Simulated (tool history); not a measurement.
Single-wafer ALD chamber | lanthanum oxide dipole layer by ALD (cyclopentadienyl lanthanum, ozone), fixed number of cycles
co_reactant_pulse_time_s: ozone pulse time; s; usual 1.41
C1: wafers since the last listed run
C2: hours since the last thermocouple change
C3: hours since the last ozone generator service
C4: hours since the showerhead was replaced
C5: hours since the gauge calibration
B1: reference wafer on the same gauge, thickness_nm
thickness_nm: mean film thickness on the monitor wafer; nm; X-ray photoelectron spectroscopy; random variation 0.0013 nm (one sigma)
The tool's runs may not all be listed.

run 1 hour=0.0 | co_reactant_pulse_time_s=1.41 | C1=0 C2=1223.5 C3=190.7 C4=5080.6 C5=505.0 | B1=0.43 | thickness_nm=0.528
run 2 hour=69.1 | co_reactant_pulse_time_s=1.41 | C1=1664 C2=1292.6 C3=259.8 C4=5149.7 C5=574.1 | B1=0.43 | thickness_nm=0.527
run 3 hour=121.5 | co_reactant_pulse_time_s=1.41 | C1=1262 C2=1345.0 C3=312.2 C4=5202.1 C5=626.5 | B1=0.43 | thickness_nm=0.522
-- hour=298.5 ozone generator serviced
run 4 hour=354.6 | co_reactant_pulse_time_s=1.41 | C1=5421 C2=1578.1 C3=56.1 C4=5435.2 C5=859.6 | B1=0.43 | thickness_nm=0.528
run 5 hour=410.9 | co_reactant_pulse_time_s=1.41 | C1=1355 C2=1634.4 C3=112.4 C4=5491.5 C5=915.9 | B1=0.43 | thickness_nm=0.530
run 6 hour=459.3 | co_reactant_pulse_time_s=1.06 | C1=1165 C2=1682.8 C3=160.8 C4=5539.9 C5=964.3 | B1=0.43 | thickness_nm=0.495
run 7 hour=557.6 | co_reactant_pulse_time_s=1.41 | C1=2367 C2=1781.1 C3=259.1 C4=5638.2 C5=1062.6 | B1=0.43 | thickness_nm=0.525
-- hour=574.6 thermocouple changed; heater temperature recalibrated
run 8 hour=612.0 | co_reactant_pulse_time_s=1.41 | C1=1117 C2=37.4 C3=313.5 C4=5692.6 C5=1117.0 | B1=0.43 | thickness_nm=0.523
-- hour=713.5 showerhead replaced
run 9 hour=715.5 | co_reactant_pulse_time_s=1.80 | C1=2300 C2=140.9 C3=417.0 C4=2.0 C5=1220.5 | B1=0.43 | thickness_nm=0.539
-- hour=779.8 gauge calibrated
run 10 hour=782.8 | co_reactant_pulse_time_s=1.88 | C1=1620 C2=208.2 C3=484.3 C4=69.3 C5=3.0 | B1=0.43 | thickness_nm=0.542
-- hour=798.6 ozone generator serviced
run 11 hour=826.5 | co_reactant_pulse_time_s=1.07 | C1=859 C2=251.9 C3=27.9 C4=113.0 C5=46.7 | B1=0.43 | thickness_nm=0.497
run 12 hour=912.3 | co_reactant_pulse_time_s=1.05 | C1=2066 C2=337.7 C3=113.7 C4=198.8 C5=132.5 | B1=0.43 | thickness_nm=0.495
run 13 hour=1160.8 | co_reactant_pulse_time_s=1.01 | C1=5985 C2=586.2 C3=362.2 C4=447.3 C5=381.0 | B1=0.43 | thickness_nm=0.481
run 14 hour=1263.2 | co_reactant_pulse_time_s=1.26 | C1=2466 C2=688.6 C3=464.6 C4=549.7 C5=483.4 | B1=0.43 | thickness_nm=0.504
run 15 hour=1305.9 | co_reactant_pulse_time_s=1.41 | C1=1028 C2=731.3 C3=507.3 C4=592.4 C5=526.1 | B1=0.43 | thickness_nm=0.517
run 16 hour=1392.8 | co_reactant_pulse_time_s=0.98 | C1=2092 C2=818.2 C3=594.2 C4=679.3 C5=613.0 | B1=0.43 | thickness_nm=0.458
-- hour=1404.4 ozone generator serviced
run 17 hour=1450.2 | co_reactant_pulse_time_s=1.41 | C1=1189 C2=875.6 C3=45.8 C4=736.7 C5=670.4 | B1=0.43 | thickness_nm=0.528
run 18 hour=1495.3 | co_reactant_pulse_time_s=1.56 | C1=1086 C2=920.7 C3=90.9 C4=781.8 C5=715.5 | B1=0.43 | thickness_nm=0.537
run 19 hour=1541.7 | co_reactant_pulse_time_s=1.04 | C1=1117 C2=967.1 C3=137.3 C4=828.2 C5=761.9 | B1=0.43 | thickness_nm=0.493

Measured less the same run without the tool's hidden state. The same run-to-run variation is in both; the gauge's scatter may not be:
The hidden state here: wafer temperature above the value expected at the setpoint (K); ozone dose above that of a generator just serviced (%); gauge reads high (%).
run=1 thickness_nm=-0.004
run=2 thickness_nm=-0.006
run=3 thickness_nm=-0.008
run=4 thickness_nm=-0.001
run=5 thickness_nm=-0.002
run=6 thickness_nm=-0.004
run=7 thickness_nm=-0.004
run=8 thickness_nm=-0.006
run=9 thickness_nm=-0.006
run=10 thickness_nm=-0.007
run=11 thickness_nm=-0.002
run=12 thickness_nm=-0.003
run=13 thickness_nm=-0.011
run=14 thickness_nm=-0.015
run=15 thickness_nm=-0.015
run=16 thickness_nm=-0.030
run=17 thickness_nm=-0.001
run=18 thickness_nm=-0.001
run=19 thickness_nm=-0.002

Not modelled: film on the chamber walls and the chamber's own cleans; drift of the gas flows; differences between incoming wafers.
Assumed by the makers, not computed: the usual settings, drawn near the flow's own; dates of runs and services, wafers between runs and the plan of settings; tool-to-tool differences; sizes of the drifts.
